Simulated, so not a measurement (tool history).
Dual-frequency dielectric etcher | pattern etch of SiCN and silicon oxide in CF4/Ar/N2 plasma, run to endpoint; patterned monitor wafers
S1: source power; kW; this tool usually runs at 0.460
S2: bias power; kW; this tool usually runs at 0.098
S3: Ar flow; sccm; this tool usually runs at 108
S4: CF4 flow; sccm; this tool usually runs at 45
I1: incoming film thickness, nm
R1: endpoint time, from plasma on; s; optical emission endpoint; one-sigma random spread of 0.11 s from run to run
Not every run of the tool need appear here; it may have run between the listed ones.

run     day     S1     S2   S3  S4     I1    R1
  1   0.000  0.460  0.098  108  45  11.69  13.5
  2   1.404  0.460  0.098  108  45  11.74  14.0
  3   2.746  0.460  0.098  108  45  11.64  13.9
  4   4.133  0.460  0.087  108  45  11.75  14.5
      5.354  -- wet clean of the chamber
      5.525  -- upper electrode replaced
  5   5.546  0.460  0.087  108  45  11.55  13.5
  6   6.612  0.460  0.098  108  45  11.69  13.2
  7   7.683  0.460  0.098  108  45  11.64  12.9
  8   8.692  0.460  0.091  108  45  11.78  13.6
  9   9.408  0.460  0.091  108  45  11.72  13.6
 10   9.979  0.460  0.098   88  45  11.68  12.5
 11  10.675  0.460  0.098  108  45  11.71  13.2
     11.442  -- source power generator calibrated
     12.062  -- CF4 flow controller replaced
 12  12.129  0.570  0.112  108  39  11.77  11.2
     13.104  -- Ar flow controller replaced
 13  13.412  0.410  0.077  127  45  11.62  16.1
 14  14.738  0.460  0.098  108  45  11.80  13.2
     15.462  -- bias power generator calibrated
 15  16.188  0.490  0.074   93  49  11.62  13.3
 16  16.825  0.460  0.116  108  52  11.64  12.4
 17  17.692  0.460  0.098  108  54  11.75  13.1
 18  18.962  0.520  0.098  108  36  11.77  12.8
 19  19.896  0.460  0.098  129  45  11.74  14.0
 20  21.083  0.460  0.098  108  45  11.77  13.7
 21  22.179  0.460  0.098  108  56  11.73  13.2
 22  22.862  0.350  0.098   87  56  11.80  15.7
 23  23.542  0.520  0.114  108  45  11.70  12.0

For run 24, what comes out?
 24  24.571  0.460  0.110  95  52  11.76   ?

R1: 12.7 s
On a tool with no hidden condition, and with the same random variation, this run would have come out at R1 12.0 s.
